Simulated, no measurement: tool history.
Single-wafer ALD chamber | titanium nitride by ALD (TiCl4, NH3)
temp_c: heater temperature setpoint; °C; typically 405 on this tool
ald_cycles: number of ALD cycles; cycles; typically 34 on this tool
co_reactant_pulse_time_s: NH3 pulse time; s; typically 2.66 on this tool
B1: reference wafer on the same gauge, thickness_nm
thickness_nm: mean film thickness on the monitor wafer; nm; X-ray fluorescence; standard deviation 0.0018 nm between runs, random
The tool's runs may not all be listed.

run 1 day=0 | temp_c=405 ald_cycles=34 co_reactant_pulse_time_s=3.05 | B1=0.759 | thickness_nm=0.731
run 2 day=1.033 | temp_c=405 ald_cycles=34 co_reactant_pulse_time_s=3.05 | B1=0.759 | thickness_nm=0.724
run 3 day=3.904 | temp_c=405 ald_cycles=34 co_reactant_pulse_time_s=2.66 | B1=0.759 | thickness_nm=0.721
run 4 day=4.892 | temp_c=405 ald_cycles=29 co_reactant_pulse_time_s=2.66 | B1=0.76 | thickness_nm=0.619
run 5 day=5.596 | temp_c=405 ald_cycles=29 co_reactant_pulse_time_s=2.66 | B1=0.759 | thickness_nm=0.619
run 6 day=7.062 | temp_c=405 ald_cycles=29 co_reactant_pulse_time_s=2.66 | B1=0.759 | thickness_nm=0.618
run 7 day=8.117 | temp_c=405 ald_cycles=34 co_reactant_pulse_time_s=2.66 | B1=0.759 | thickness_nm=0.726
run 8 day=8.658 | temp_c=405 ald_cycles=34 co_reactant_pulse_time_s=2.66 | B1=0.759 | thickness_nm=0.725
run 9 day=9.762 | temp_c=405 ald_cycles=34 co_reactant_pulse_time_s=2.66 | B1=0.759 | thickness_nm=0.727
run 10 day=10.45 | temp_c=405 ald_cycles=34 co_reactant_pulse_time_s=2.66 | B1=0.759 | thickness_nm=0.727
run 11 day=11.946 | temp_c=405 ald_cycles=34 co_reactant_pulse_time_s=1.86 | B1=0.759 | thickness_nm=0.714
run 12 day=12.729 | temp_c=396 ald_cycles=34 co_reactant_pulse_time_s=2.66 | B1=0.759 | thickness_nm=0.722
run 13 day=13.5 | temp_c=420 ald_cycles=34 co_reactant_pulse_time_s=2.66 | B1=0.759 | thickness_nm=0.727
run 14 day=14.454 | temp_c=405 ald_cycles=34 co_reactant_pulse_time_s=2.66 | B1=0.759 | thickness_nm=0.73
run 15 day=14.992 | temp_c=410 ald_cycles=34 co_reactant_pulse_time_s=3.2 | B1=0.76 | thickness_nm=0.731
run 16 day=15.95 | temp_c=405 ald_cycles=34 co_reactant_pulse_time_s=2.66 | B1=0.759 | thickness_nm=0.724
run 17 day=17.242 | temp_c=405 ald_cycles=31 co_reactant_pulse_time_s=3.13 | B1=0.76 | thickness_nm=0.665
run 18 day=17.771 | temp_c=405 ald_cycles=34 co_reactant_pulse_time_s=2.66 | B1=0.759 | thickness_nm=0.725
run 19 day=18.575 | temp_c=419 ald_cycles=34 co_reactant_pulse_time_s=2.66 | B1=0.759 | thickness_nm=0.727
run 20 day=19.221 | temp_c=397 ald_cycles=28 co_reactant_pulse_time_s=3.59 | B1=0.759 | thickness_nm=0.6
run 21 day=20.375 | temp_c=405 ald_cycles=34 co_reactant_pulse_time_s=2.66 | B1=0.759 | thickness_nm=0.725

Withheld: 3 entries from between the runs. Position of each, and hidden state at the listed run before versus the listed run after:
After run 8, before run 9: thermocouple changed; heater temperature recalibrated (day 9.004)
  the hidden state is the same at both runs
After run 10, before run 11: gauge calibrated (day 11.342); showerhead replaced (day 11.608)
  the hidden state is the same at both runs
